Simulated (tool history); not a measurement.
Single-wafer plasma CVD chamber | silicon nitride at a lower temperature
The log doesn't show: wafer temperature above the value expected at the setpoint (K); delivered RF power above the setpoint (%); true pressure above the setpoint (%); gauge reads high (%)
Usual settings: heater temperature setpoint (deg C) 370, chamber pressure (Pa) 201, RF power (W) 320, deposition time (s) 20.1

| run | hour | heater temperature setpoint (deg C) | chamber pressure (Pa) | RF power (W) | deposition time (s) | wafers since the last listed run | hours since the last thermocouple change | hours since the last RF generator calibration | hours since the last manometer calibration | hours since the showerhead was replaced | hours since the gauge calibration | read-back reference wafer on the same gauge, thickness_nm | mean film thickness on the monitor wafer (nm) |
|---|---|---|---|---|---|---|---|---|---|---|---|---|---|
| 1 | 0.0 | 370 | 215 | 320 | 18.1 | 0 | 1724.9 | 1920.2 | 1603.6 | 5293.3 | 260.9 | 20.508 | 21.612 |
|  | 12.9 | RF generator calibrated |
|  | 13.5 | gauge calibrated |
|  | 13.8 | capacitance manometer re-zeroed and calibrated |
| 2 | 14.3 | 370 | 215 | 320 | 18.1 | 203 | 1739.2 | 1.4 | 0.5 | 5307.6 | 0.8 | 20.502 | 21.589 |
| 3 | 21.6 | 380 | 201 | 365 | 20.1 | 271 | 1746.5 | 8.7 | 7.8 | 5314.9 | 8.1 | 20.495 | 24.891 |
| 4 | 29.0 | 380 | 201 | 365 | 20.1 | 274 | 1753.9 | 16.1 | 15.2 | 5322.3 | 15.5 | 20.491 | 24.916 |
| 5 | 40.5 | 380 | 201 | 365 | 20.1 | 426 | 1765.4 | 27.6 | 26.7 | 5333.8 | 27.0 | 20.493 | 24.972 |
| 6 | 52.5 | 370 | 201 | 320 | 20.1 | 445 | 1777.4 | 39.6 | 38.7 | 5345.8 | 39.0 | 20.494 | 23.710 |
|  | 66.5 | thermocouple changed; heater temperature recalibrated |
| 7 | 69.3 | 370 | 201 | 320 | 17.0 | 326 | 2.8 | 56.4 | 55.5 | 5362.6 | 55.8 | 20.502 | 20.057 |
| 8 | 82.2 | 370 | 201 | 320 | 17.0 | 478 | 15.7 | 69.3 | 68.4 | 5375.5 | 68.7 | 20.490 | 20.089 |
| 9 | 88.6 | 382 | 201 | 320 | 20.1 | 237 | 22.1 | 75.7 | 74.8 | 5381.9 | 75.1 | 20.492 | 23.556 |
| 10 | 98.1 | 382 | 201 | 320 | 20.1 | 352 | 31.6 | 85.2 | 84.3 | 5391.4 | 84.6 | 20.524 | 23.515 |
| 11 | 107.0 | 370 | 201 | 320 | 20.1 | 330 | 40.5 | 94.1 | 93.2 | 5400.3 | 93.5 | 20.495 | 23.743 |
| 12 | 114.6 | 370 | 201 | 320 | 20.1 | 282 | 48.1 | 101.7 | 100.8 | 5407.9 | 101.1 | 20.490 | 23.701 |
| 13 | 125.9 | 370 | 201 | 320 | 20.1 | 419 | 59.4 | 113.0 | 112.1 | 5419.2 | 112.4 | 20.488 | 23.776 |
| 14 | 153.5 | 370 | 201 | 320 | 20.1 | 1024 | 87.0 | 140.6 | 139.7 | 5446.8 | 140.0 | 20.494 | 23.661 |
|  | 164.3 | showerhead replaced |
| 15 | 164.8 | 370 | 201 | 320 | 20.1 | 122 | 98.3 | 151.9 | 151.0 | 0.5 | 151.3 | 20.493 | 23.631 |
| 16 | 170.9 | 374 | 187 | 300 | 21.6 | 226 | 104.4 | 158.0 | 157.1 | 6.6 | 157.4 | 20.486 | 24.443 |
| 17 | 185.6 | 370 | 201 | 320 | 17.0 | 545 | 119.1 | 172.7 | 171.8 | 21.3 | 172.1 | 20.496 | 20.003 |
| 18 | 202.5 | 355 | 201 | 320 | 23.2 | 627 | 136.0 | 189.6 | 188.7 | 38.2 | 189.0 | 20.500 | 27.458 |
| 19 | 219.6 | 378 | 251 | 285 | 21.7 | 634 | 153.1 | 206.7 | 205.8 | 55.3 | 206.1 | 20.497 | 25.341 |
| 20 | 234.1 | 370 | 201 | 320 | 20.1 | 538 | 167.6 | 221.2 | 220.3 | 69.8 | 220.6 | 20.502 | 23.600 |
| 21 | 247.8 | 370 | 188 | 270 | 20.1 | 508 | 181.3 | 234.9 | 234.0 | 83.5 | 234.3 | 20.496 | 21.910 |
| 22 | 262.9 | 385 | 201 | 320 | 16.7 | 560 | 196.4 | 250.0 | 249.1 | 98.6 | 249.4 | 20.500 | 19.553 |
| 23 | 274.7 | 370 | 201 | 280 | 20.1 | 438 | 208.2 | 261.8 | 260.9 | 110.4 | 261.2 | 20.524 | 22.416 |
| 24 | 292.9 | 370 | 245 | 280 | 20.1 | 675 | 226.4 | 280.0 | 279.1 | 128.6 | 279.4 | 20.510 | 23.422 |
| 25 | 304.0 | 379 | 201 | 320 | 20.1 | 412 | 237.5 | 291.1 | 290.2 | 139.7 | 290.5 | 20.496 | 23.614 |
|  | 311.0 | gauge calibrated |
| 26 | 320.4 | 362 | 201 | 285 | 16.7 | 608 | 253.9 | 307.5 | 306.6 | 156.1 | 9.4 | 20.507 | 18.982 |
| 27 | 329.9 | 359 | 201 | 320 | 23.3 | 352 | 263.4 | 317.0 | 316.1 | 165.6 | 18.9 | 20.497 | 27.566 |
| 28 | 336.8 | 370 | 201 | 320 | 20.1 | 256 | 270.3 | 323.9 | 323.0 | 172.5 | 25.8 | 20.494 | 23.669 |
| 29 | 354.0 | 365 | 201 | 360 | 22.9 | 638 | 287.5 | 341.1 | 340.2 | 189.7 | 43.0 | 20.513 | 28.379 |

4 ways to go on from here, each from the tool as it stands after run 29. What would each give?
| A | 354.4 | 370 | 201 | 365 | 20.1 | 14 | 287.9 | 341.5 | 340.6 | 190.1 | 43.4 | ? | ? |
| B | 354.4 | 355 | 184 | 265 | 21.5 | 14 | 287.9 | 341.5 | 340.6 | 190.1 | 43.4 | ? | ? |
| C | 354.4 | 370 | 237 | 320 | 21.2 | 14 | 287.9 | 341.5 | 340.6 | 190.1 | 43.4 | ? | ? |
| D | 354.4 | 381 | 177 | 275 | 22.7 | 14 | 287.9 | 341.5 | 340.6 | 190.1 | 43.4 | ? | ? |

| run | read-back reference wafer on the same gauge, thickness_nm | mean film thickness on the monitor wafer (nm) |
|---|---|---|
| A | 20.506 | 24.987 |
| B | 20.506 | 23.297 |
| C | 20.506 | 25.814 |
| D | 20.506 | 24.512 |
Without the tool's hidden state the same runs would have given:
| run | mean film thickness on the monitor wafer (nm) |
|---|---|
| A | 24.987 |
| B | 23.297 |
| C | 25.814 |
| D | 24.512 |
